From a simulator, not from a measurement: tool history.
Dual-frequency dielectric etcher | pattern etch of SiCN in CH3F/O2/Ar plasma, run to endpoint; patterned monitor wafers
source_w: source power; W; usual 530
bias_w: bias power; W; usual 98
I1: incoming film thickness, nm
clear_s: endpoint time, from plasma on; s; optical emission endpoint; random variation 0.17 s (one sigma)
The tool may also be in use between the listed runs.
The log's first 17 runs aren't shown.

Run 18, hour 239.7: usual settings; I1 10.07. Result: clear_s 22.2 s.
Run 19, hour 256.5: usual settings; I1 9.99. Result: clear_s 21.9 s.
At hour 279.1: bias power generator calibrated.
At hour 294.0: wet clean of the chamber.
Run 20, hour 294.5: usual settings but bias_w 109 W; I1 10.04. Result: clear_s 23.8 s.
Run 21, hour 294.8: usual settings but source_w 470 W, bias_w 91 W; I1 9.94. Result: clear_s 25.6 s.
Run 22, hour 295.1: usual settings but source_w 410 W, bias_w 87 W; I1 9.97. Result: clear_s 27.0 s.
Run 23, hour 303.8: usual settings but bias_w 91 W; I1 10.00. Result: clear_s 25.1 s.
Run 24, hour 316.8: usual settings but source_w 460 W, bias_w 76 W; I1 9.91. Result: clear_s 27.0 s.
Run 25, hour 331.9: usual settings; I1 9.98. Result: clear_s 24.6 s.
At hour 356.0: upper electrode replaced.
At hour 358.4: source power generator calibrated.
Run 26, hour 358.9: usual settings but source_w 420 W; I1 9.96. Result: clear_s 26.0 s.
Run 27, hour 359.2: usual settings but bias_w 110 W; I1 9.94. Result: clear_s 23.3 s.
Run 28, hour 368.3: usual settings but source_w 470 W, bias_w 119 W; I1 9.88. Result: clear_s 23.5 s.
Run 29, hour 381.4: usual settings; I1 10.04. Result: clear_s 24.4 s.
At hour 408.4: wet clean of the chamber, repeated, since the last time left the tool worse.
Run 30, hour 431.1: usual settings; I1 9.97. Result: clear_s 22.6 s.
Run 31, hour 441.5: usual settings but source_w 580 W; I1 9.95. Result: clear_s 22.1 s.
Run 32, hour 456.5: usual settings but bias_w 77 W; I1 10.06. Result: clear_s 24.6 s.
Run 33, hour 463.5: usual settings; I1 9.99. Result: clear_s 22.7 s.

3 ways to go on from here, each from the tool as it stands after run 33. What would each give?
Run A, hour 463.9: usual settings; I1 10.04. Result: clear_s ?.
Run B, hour 463.9: usual settings but source_w 600 W, bias_w 119 W; I1 10.04. Result: clear_s ?.
Run C, hour 463.9: usual settings but source_w 490 W, bias_w 83 W; I1 10.04. Result: clear_s ?.

run  clear_s
  A     22.8
  B     20.8
  C     24.3
Without the tool's hidden state the same runs would have given:
run  clear_s
  A     22.8
  B     20.8
  C     24.3

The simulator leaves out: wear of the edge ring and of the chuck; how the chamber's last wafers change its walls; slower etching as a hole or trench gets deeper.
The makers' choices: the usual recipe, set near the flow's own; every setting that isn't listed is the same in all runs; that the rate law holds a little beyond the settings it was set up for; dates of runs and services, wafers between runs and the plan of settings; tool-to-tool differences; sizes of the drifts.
